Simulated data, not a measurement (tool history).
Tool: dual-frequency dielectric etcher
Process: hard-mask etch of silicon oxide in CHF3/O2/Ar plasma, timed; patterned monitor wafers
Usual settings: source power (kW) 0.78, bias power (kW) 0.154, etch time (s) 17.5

| run | hour | source power (kW) | bias power (kW) | etch time (s) | wafers since the last listed run | hours since the last wet clean | hours since the last source power generator calibration | hours since the last bias power generator calibration | hours since the last upper electrode change | hours since the gauge calibration | read-back reference wafer on the same gauge, depth_nm | mean etch depth across the wafer (nm) |
|---|---|---|---|---|---|---|---|---|---|---|---|---|
| 1 | 0 | 0.65 | 0.154 | 17.5 | 0 | 481.1 | 1926.1 | 1517.7 | 5269.1 | 244.4 | 33.47 | 30.24 |
| 2 | 25.1 | 0.65 | 0.154 | 17.5 | 363 | 506.2 | 1951.2 | 1542.8 | 5294.2 | 269.5 | 33.47 | 30.32 |
|  | 56.5 | wet clean of the chamber |
| 3 | 77.5 | 0.78 | 0.183 | 17.5 | 411 | 21 | 2003.6 | 1595.2 | 5346.6 | 321.9 | 33.5 | 35.87 |
| 4 | 125.9 | 0.78 | 0.183 | 17.5 | 700 | 69.4 | 2052 | 1643.6 | 5395 | 370.3 | 33.51 | 35.8 |
| 5 | 157.8 | 0.78 | 0.154 | 17.5 | 461 | 101.3 | 2083.9 | 1675.5 | 5426.9 | 402.2 | 33.49 | 34.18 |
| 6 | 217.6 | 0.87 | 0.137 | 17.5 | 866 | 161.1 | 2143.7 | 1735.3 | 5486.7 | 462 | 33.48 | 35.73 |
| 7 | 249.1 | 0.87 | 0.137 | 17.5 | 456 | 192.6 | 2175.2 | 1766.8 | 5518.2 | 493.5 | 33.46 | 35.48 |
| 8 | 292.2 | 0.85 | 0.154 | 17.5 | 624 | 235.7 | 2218.3 | 1809.9 | 5561.3 | 536.6 | 33.53 | 35.97 |
| 9 | 353.6 | 0.85 | 0.154 | 17.5 | 889 | 297.1 | 2279.7 | 1871.3 | 5622.7 | 598 | 33.51 | 36.23 |
|  | 403.4 | source power generator calibrated |
| 10 | 422.9 | 0.78 | 0.154 | 15.5 | 945 | 366.4 | 19.5 | 1940.6 | 5692 | 667.3 | 33.46 | 30.24 |
|  | 484.2 | wet clean of the chamber |
| 11 | 486.6 | 0.92 | 0.154 | 22.5 | 574 | 2.4 | 83.2 | 2004.3 | 5755.7 | 731 | 33.5 | 48.35 |
| 12 | 522.2 | 0.78 | 0.154 | 17.5 | 515 | 38 | 118.8 | 2039.9 | 5791.3 | 766.6 | 33.52 | 34.3 |
|  | 688.6 | gauge calibrated |
|  | 726.8 | upper electrode replaced |
| 13 | 727.3 | 0.78 | 0.154 | 21 | 2622 | 243.1 | 323.9 | 2245 | 0.5 | 38.7 | 33.49 | 41 |
| 14 | 750.7 | 0.78 | 0.134 | 17.5 | 338 | 266.5 | 347.3 | 2268.4 | 23.9 | 62.1 | 33.48 | 32.99 |
| 15 | 801.8 | 0.61 | 0.191 | 13 | 740 | 317.6 | 398.4 | 2319.5 | 75 | 113.2 | 33.51 | 23.05 |
| 16 | 827.5 | 0.94 | 0.154 | 17.5 | 372 | 343.3 | 424.1 | 2345.2 | 100.7 | 138.9 | 33.5 | 38.07 |
| 17 | 854.1 | 0.78 | 0.154 | 17.5 | 385 | 369.9 | 450.7 | 2371.8 | 127.3 | 165.5 | 33.49 | 34.2 |
|  | 908 | bias power generator calibrated |
|  | 924.8 | wet clean of the chamber |
| 18 | 925.3 | 0.63 | 0.154 | 17.5 | 728 | 0.5 | 521.9 | 17.3 | 198.5 | 236.7 | 33.52 | 29.74 |
| 19 | 973.8 | 0.78 | 0.139 | 15 | 702 | 49 | 570.4 | 65.8 | 247 | 285.2 | 33.51 | 28.52 |
| 20 | 1162.3 | 0.78 | 0.154 | 16 | 2729 | 237.5 | 758.9 | 254.3 | 435.5 | 473.7 | 33.49 | 31.36 |

Forecast each of these 4 alternatives for the next run:
| A | 1162.7 | 0.78 | 0.154 | 17.5 | 5 | 237.9 | 759.3 | 254.7 | 435.9 | 474.1 | ? | ? |
| B | 1162.7 | 0.78 | 0.19 | 17.5 | 5 | 237.9 | 759.3 | 254.7 | 435.9 | 474.1 | ? | ? |
| C | 1162.7 | 0.78 | 0.183 | 20.5 | 5 | 237.9 | 759.3 | 254.7 | 435.9 | 474.1 | ? | ? |
| D | 1162.7 | 0.97 | 0.154 | 17.5 | 5 | 237.9 | 759.3 | 254.7 | 435.9 | 474.1 | ? | ? |

| run | read-back reference wafer on the same gauge, depth_nm | mean etch depth across the wafer (nm) |
|---|---|---|
| A | 33.52 | 34.32 |
| B | 33.52 | 36.31 |
| C | 33.52 | 42.1 |
| D | 33.52 | 39.02 |
Without the tool's hidden state the same runs would have given:
| run | mean etch depth across the wafer (nm) |
|---|---|
| A | 34.32 |
| B | 36.31 |
| C | 42.1 |
| D | 39.02 |
